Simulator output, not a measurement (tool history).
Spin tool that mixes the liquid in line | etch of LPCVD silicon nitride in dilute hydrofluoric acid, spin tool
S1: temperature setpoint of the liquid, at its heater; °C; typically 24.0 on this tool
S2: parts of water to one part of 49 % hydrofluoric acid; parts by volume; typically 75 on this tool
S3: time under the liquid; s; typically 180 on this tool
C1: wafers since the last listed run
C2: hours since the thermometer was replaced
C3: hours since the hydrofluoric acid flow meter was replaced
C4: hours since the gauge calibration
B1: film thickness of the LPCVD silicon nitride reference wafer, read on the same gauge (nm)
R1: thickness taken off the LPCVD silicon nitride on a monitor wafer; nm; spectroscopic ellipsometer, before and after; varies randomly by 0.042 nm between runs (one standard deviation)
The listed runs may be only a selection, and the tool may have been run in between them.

{"run": 1, "day": 0.0, "S1": 24.0, "S2": 45, "S3": 180, "C1": 0, "C2": 10.6, "C3": 1409.7, "C4": 1642.6, "B1": 60.007, "R1": 1.956}
{"run": 2, "day": 3.842, "S1": 27.0, "S2": 75, "S3": 180, "C1": 768, "C2": 102.8, "C3": 1501.9, "C4": 1734.8, "B1": 59.996, "R1": 1.336}
{"day": 6.412, "done": "hydrofluoric acid flow meter replaced"}
{"run": 3, "day": 7.933, "S1": 27.0, "S2": 75, "S3": 180, "C1": 810, "C2": 201.0, "C3": 36.5, "C4": 1833.0, "B1": 60.007, "R1": 1.471}
{"run": 4, "day": 10.283, "S1": 27.0, "S2": 75, "S3": 180, "C1": 470, "C2": 257.4, "C3": 92.9, "C4": 1889.4, "B1": 60.002, "R1": 1.573}
{"run": 5, "day": 12.15, "S1": 24.0, "S2": 75, "S3": 225, "C1": 373, "C2": 302.2, "C3": 137.7, "C4": 1934.2, "B1": 59.956, "R1": 1.573}
{"run": 6, "day": 16.104, "S1": 24.0, "S2": 75, "S3": 225, "C1": 791, "C2": 397.1, "C3": 232.6, "C4": 2029.1, "B1": 59.981, "R1": 1.621}
{"run": 7, "day": 19.188, "S1": 24.0, "S2": 60, "S3": 180, "C1": 616, "C2": 471.1, "C3": 306.6, "C4": 2103.1, "B1": 59.973, "R1": 1.567}
{"run": 8, "day": 21.433, "S1": 24.0, "S2": 75, "S3": 180, "C1": 449, "C2": 525.0, "C3": 360.5, "C4": 2157.0, "B1": 59.994, "R1": 1.173}
{"run": 9, "day": 24.908, "S1": 22.5, "S2": 75, "S3": 220, "C1": 695, "C2": 608.4, "C3": 443.9, "C4": 2240.4, "B1": 59.999, "R1": 1.403}
{"run": 10, "day": 26.45, "S1": 20.5, "S2": 60, "S3": 180, "C1": 308, "C2": 645.4, "C3": 480.9, "C4": 2277.4, "B1": 60.004, "R1": 1.175}
{"day": 29.283, "done": "thermometer replaced"}
{"run": 11, "day": 30.038, "S1": 24.0, "S2": 95, "S3": 275, "C1": 709, "C2": 18.1, "C3": 567.0, "C4": 2363.5, "B1": 60.025, "R1": 1.454}
{"run": 12, "day": 33.671, "S1": 24.0, "S2": 75, "S3": 245, "C1": 726, "C2": 105.3, "C3": 654.2, "C4": 2450.7, "B1": 59.975, "R1": 1.661}
{"run": 13, "day": 35.354, "S1": 24.0, "S2": 75, "S3": 225, "C1": 336, "C2": 145.7, "C3": 694.6, "C4": 2491.1, "B1": 59.974, "R1": 1.468}
{"run": 14, "day": 38.688, "S1": 24.0, "S2": 90, "S3": 220, "C1": 666, "C2": 225.7, "C3": 774.6, "C4": 2571.1, "B1": 60.027, "R1": 1.196}
{"run": 15, "day": 41.092, "S1": 24.0, "S2": 75, "S3": 245, "C1": 481, "C2": 283.4, "C3": 832.3, "C4": 2628.8, "B1": 59.965, "R1": 1.669}
{"run": 16, "day": 44.233, "S1": 24.0, "S2": 110, "S3": 265, "C1": 628, "C2": 358.8, "C3": 907.7, "C4": 2704.2, "B1": 60.008, "R1": 1.201}
{"run": 17, "day": 46.112, "S1": 24.0, "S2": 35, "S3": 180, "C1": 375, "C2": 403.9, "C3": 952.8, "C4": 2749.3, "B1": 59.981, "R1": 2.397}
{"day": 47.867, "done": "gauge calibrated"}
{"run": 18, "day": 48.862, "S1": 20.0, "S2": 65, "S3": 180, "C1": 550, "C2": 469.9, "C3": 1018.8, "C4": 23.9, "B1": 59.973, "R1": 1.045}
{"run": 19, "day": 54.267, "S1": 21.0, "S2": 55, "S3": 215, "C1": 1081, "C2": 599.6, "C3": 1148.5, "C4": 153.6, "B1": 59.986, "R1": 1.447}
{"day": 57.888, "done": "hydrofluoric acid flow meter replaced"}
{"day": 62.904, "done": "thermometer replaced"}
{"run": 20, "day": 66.338, "S1": 24.0, "S2": 75, "S3": 180, "C1": 2398, "C2": 82.4, "C3": 202.8, "C4": 443.3, "B1": 60.016, "R1": 1.221}
{"run": 21, "day": 70.754, "S1": 22.0, "S2": 75, "S3": 180, "C1": 883, "C2": 188.4, "C3": 308.8, "C4": 549.3, "B1": 59.977, "R1": 1.008}

Predict the results of run 22:
{"run": 22, "day": 78.25, "S1": 20.0, "S2": 100, "S3": 180, "C1": 1499, "C2": 368.3, "C3": 488.7, "C4": 729.2, "B1": "?", "R1": "?"}

Run 22 produced B1 59.994, R1 0.686 nm.
The same run, on a tool lacking any hidden state, would have yielded R1 0.738 nm.
